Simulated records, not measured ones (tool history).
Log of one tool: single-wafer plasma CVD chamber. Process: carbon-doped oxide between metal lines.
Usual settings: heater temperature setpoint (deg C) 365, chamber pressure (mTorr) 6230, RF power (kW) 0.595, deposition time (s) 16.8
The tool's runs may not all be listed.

run   hour  heater temperature setpoint (deg C)  chamber pressure (mTorr)  RF power (kW)  deposition time (s)  wafers since the last listed run  hours since the last thermocouple change  hours since the last RF generator calibration  hours since the last manometer calibration  hours since the showerhead was replaced  hours since the gauge calibration  read-back reference wafer on the same gauge, thickness_nm  mean film thickness on the monitor wafer (nm)
  1      0                                  365                      5080          0.595                 16.8                                 0                                     731.1                                           62.1                                      2025.8                                   7462.1                              845.4                                                     97.311                                         90.032
  2   33.6                                  375                      6230          0.595                 16.8                               795                                     764.7                                           95.7                                      2059.4                                   7495.7                                879                                                      97.25                                         91.808
  3   61.1                                  375                      6230          0.595                 16.8                               651                                     792.2                                          123.2                                      2086.9                                   7523.2                              906.5                                                     97.371                                         91.078
      75.8  -- gauge calibrated
      78.6  -- showerhead replaced
  4   79.1                                  365                      6230           0.54                 16.8                               236                                     810.2                                          141.2                                      2104.9                                      0.5                                3.3                                                     94.815                                         84.369
  5  101.8                                  356                      6230          0.595                 16.8                               537                                     832.9                                          163.9                                      2127.6                                     23.2                                 26                                                     94.689                                          92.04
  6  136.3                                  356                      5180           0.68                 16.8                               816                                     867.4                                          198.4                                      2162.1                                     57.7                               60.5                                                     94.841                                         98.989
  7  160.2                                  365                      6230            0.7                 16.8                               565                                     891.3                                          222.3                                        2186                                     81.6                               84.4                                                      94.86                                        101.485
  8  188.6                                  365                      6230          0.595                 16.8                               672                                     919.7                                          250.7                                      2214.4                                      110                              112.8                                                     95.163                                         90.551
     238.9  -- capacitance manometer re-zeroed and calibrated
  9  278.4                                  365                      5430          0.595                 16.8                              1936                                    1009.5                                          340.5                                        39.5                                    199.8                              202.6                                                     95.431                                         89.893
 10  296.9                                  365                      6230          0.595                 14.9                               438                                      1028                                            359                                          58                                    218.3                              221.1                                                     95.333                                         81.508
     323.6  -- thermocouple changed; heater temperature recalibrated
 11    324                                  365                      5730          0.685                 14.4                               452                                       0.4                                          386.1                                        85.1                                    245.4                              248.2                                                      95.32                                         85.749
 12  336.8                                  377                      7270          0.695                 19.6                               303                                      13.2                                          398.9                                        97.9                                    258.2                                261                                                     95.503                                        116.407
 13  349.2                                  365                      6230          0.595                 16.8                               293                                      25.6                                          411.3                                       110.3                                    270.6                              273.4                                                     95.615                                          91.51
 14  376.8                                  365                      6230          0.595                 16.8                               653                                      53.2                                          438.9                                       137.9                                    298.2                                301                                                     95.794                                         92.206
 15  397.7                                  360                      5820          0.595                 16.8                               494                                      74.1                                          459.8                                       158.8                                    319.1                              321.9                                                     95.808                                         92.571
 16  432.8                                  352                      6230          0.595                 15.7                               831                                     109.2                                          494.9                                       193.9                                    354.2                                357                                                     95.818                                         88.731
 17  463.6                                  365                      6230          0.595                 16.8                               729                                       140                                          525.7                                       224.7                                      385                              387.8                                                     95.942                                         92.079
 18  492.7                                  365                      6230          0.595                 18.6                               688                                     169.1                                          554.8                                       253.8                                    414.1                              416.9                                                     96.029                                        101.822
 19  505.1                                  365                      6690          0.655                 18.8                               293                                     181.5                                          567.2                                       266.2                                    426.5                              429.3                                                      96.34                                        109.756
 20  522.2                                  358                      6640          0.595                 16.8                               404                                     198.6                                          584.3                                       283.3                                    443.6                              446.4                                                     96.204                                         93.865
 21  549.9                                  365                      6230          0.595                 13.4                               655                                     226.3                                            612                                         311                                    471.3                              474.1                                                     96.193                                         73.841
 22  568.2                                  372                      5470          0.495                   15                               433                                     244.6                                          630.3                                       329.3                                    489.6                              492.4                                                     96.388                                         71.039
 23    596                                  365                      6230          0.595                 16.8                               658                                     272.4                                          658.1                                       357.1                                    517.4                              520.2                                                     96.557                                         93.627
 24  608.4                                  365                      6230           0.54                 16.8                               293                                     284.8                                          670.5                                       369.5                                    529.8                              532.6                                                     96.463                                         86.622
 25  625.7                                  379                      5280           0.68                 19.2                               409                                     302.1                                          687.8                                       386.8                                    547.1                              549.9                                                     96.467                                        109.848
 26  638.5                                  365                      6230          0.595                 16.8                               303                                     314.9                                          700.6                                       399.6                                    559.9                              562.7                                                      96.62                                         92.879
 27  671.7                                  369                      6230          0.595                 16.8                               786                                     348.1                                          733.8                                       432.8                                    593.1                              595.9                                                      96.72                                         91.718
 28  706.3                                  365                      6230          0.565                 16.8                               819                                     382.7                                          768.4                                       467.4                                    627.7                              630.5                                                     96.999                                         89.453
 29  738.5                                  377                      7670           0.65                 18.5                               762                                     414.9                                          800.6                                       499.6                                    659.9                              662.7                                                     97.019                                          107.8

Forecast each of these 4 alternatives for the next run:
  A  738.9                                  365                      6230          0.595                 14.5                                 9                                     415.3                                            801                                         500                                    660.3                              663.1                                                          ?                                              ?
  B  738.9                                  372                      5660           0.69                 19.7                                 9                                     415.3                                            801                                         500                                    660.3                              663.1                                                          ?                                              ?
  C  738.9                                  358                      4990           0.55                 13.7                                 9                                     415.3                                            801                                         500                                    660.3                              663.1                                                          ?                                              ?
  D  738.9                                  379                      5310          0.675                 14.9                                 9                                     415.3                                            801                                         500                                    660.3                              663.1                                                          ?                                              ?

run  read-back reference wafer on the same gauge, thickness_nm  mean film thickness on the monitor wafer (nm)
  A                                                      96.96                                         80.059
  B                                                      96.96                                        116.575
  C                                                      96.96                                         70.883
  D                                                      96.96                                         85.455
Without the tool's hidden state the same runs would have given:
run  mean film thickness on the monitor wafer (nm)
  A                                         77.846
  B                                        113.352
  C                                         68.923
  D                                         83.092
